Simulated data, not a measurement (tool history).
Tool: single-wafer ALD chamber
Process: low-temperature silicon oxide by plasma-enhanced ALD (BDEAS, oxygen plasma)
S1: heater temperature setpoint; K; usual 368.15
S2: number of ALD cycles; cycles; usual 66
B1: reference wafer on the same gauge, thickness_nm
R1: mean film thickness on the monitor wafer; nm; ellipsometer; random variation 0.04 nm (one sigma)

| run | hour | S1 | S2 | B1 | R1 |
|---|---|---|---|---|---|
| 1 | 0.0 | 368.15 | 63 | 11.009 | 9.639 |
| 2 | 61.6 | 368.15 | 63 | 11.002 | 9.578 |
| 3 | 128.2 | 368.15 | 63 | 11.002 | 9.654 |
| 4 | 180.5 | 368.15 | 74 | 11.006 | 11.362 |
| 5 | 289.9 | 368.15 | 74 | 11.000 | 11.294 |
| 6 | 357.9 | 368.15 | 66 | 11.003 | 10.157 |
| 7 | 398.5 | 368.15 | 66 | 10.996 | 10.189 |
| 8 | 442.7 | 368.15 | 66 | 10.998 | 10.160 |
| 9 | 467.8 | 361.15 | 73 | 11.010 | 11.526 |
| 10 | 525.6 | 361.15 | 73 | 10.992 | 11.533 |
| 11 | 579.8 | 368.15 | 66 | 10.978 | 10.198 |
| 12 | 643.7 | 368.15 | 71 | 11.003 | 10.978 |
| 13 | 669.9 | 375.15 | 62 | 10.995 | 9.284 |
|  | 690.9 | gauge calibrated |
| 14 | 729.2 | 368.15 | 74 | 10.994 | 11.476 |
| 15 | 776.8 | 368.15 | 63 | 11.005 | 9.778 |
|  | 808.7 | thermocouple changed; heater temperature recalibrated |
| 16 | 809.2 | 368.15 | 63 | 11.007 | 9.522 |
| 17 | 837.9 | 378.15 | 55 | 11.004 | 8.134 |
| 18 | 874.8 | 363.15 | 66 | 11.014 | 10.174 |
| 19 | 935.9 | 368.15 | 66 | 11.019 | 10.025 |
| 20 | 996.1 | 377.15 | 66 | 10.992 | 9.790 |
| 21 | 1034.8 | 354.15 | 66 | 11.013 | 10.505 |
| 22 | 1101.8 | 356.15 | 66 | 10.991 | 10.472 |
| 23 | 1151.6 | 378.15 | 55 | 11.002 | 8.144 |

5 ways to go on from here, each from the tool as it stands after run 23. What would each give?
| A | 1152.1 | 368.15 | 66 | ? | ? |
| B | 1152.1 | 362.15 | 76 | ? | ? |
| C | 1152.1 | 380.15 | 61 | ? | ? |
| D | 1152.1 | 373.15 | 60 | ? | ? |
| E | 1152.1 | 368.15 | 73 | ? | ? |

| run | B1 | R1 |
|---|---|---|
| A | 10.992 | 10.068 |
| B | 10.992 | 11.824 |
| C | 10.992 | 8.976 |
| D | 10.992 | 9.001 |
| E | 10.992 | 11.136 |
Without the tool's hidden state the same runs would have given:
| run | R1 |
|---|---|
| A | 9.932 |
| B | 11.667 |
| C | 8.913 |
| D | 8.877 |
| E | 10.985 |

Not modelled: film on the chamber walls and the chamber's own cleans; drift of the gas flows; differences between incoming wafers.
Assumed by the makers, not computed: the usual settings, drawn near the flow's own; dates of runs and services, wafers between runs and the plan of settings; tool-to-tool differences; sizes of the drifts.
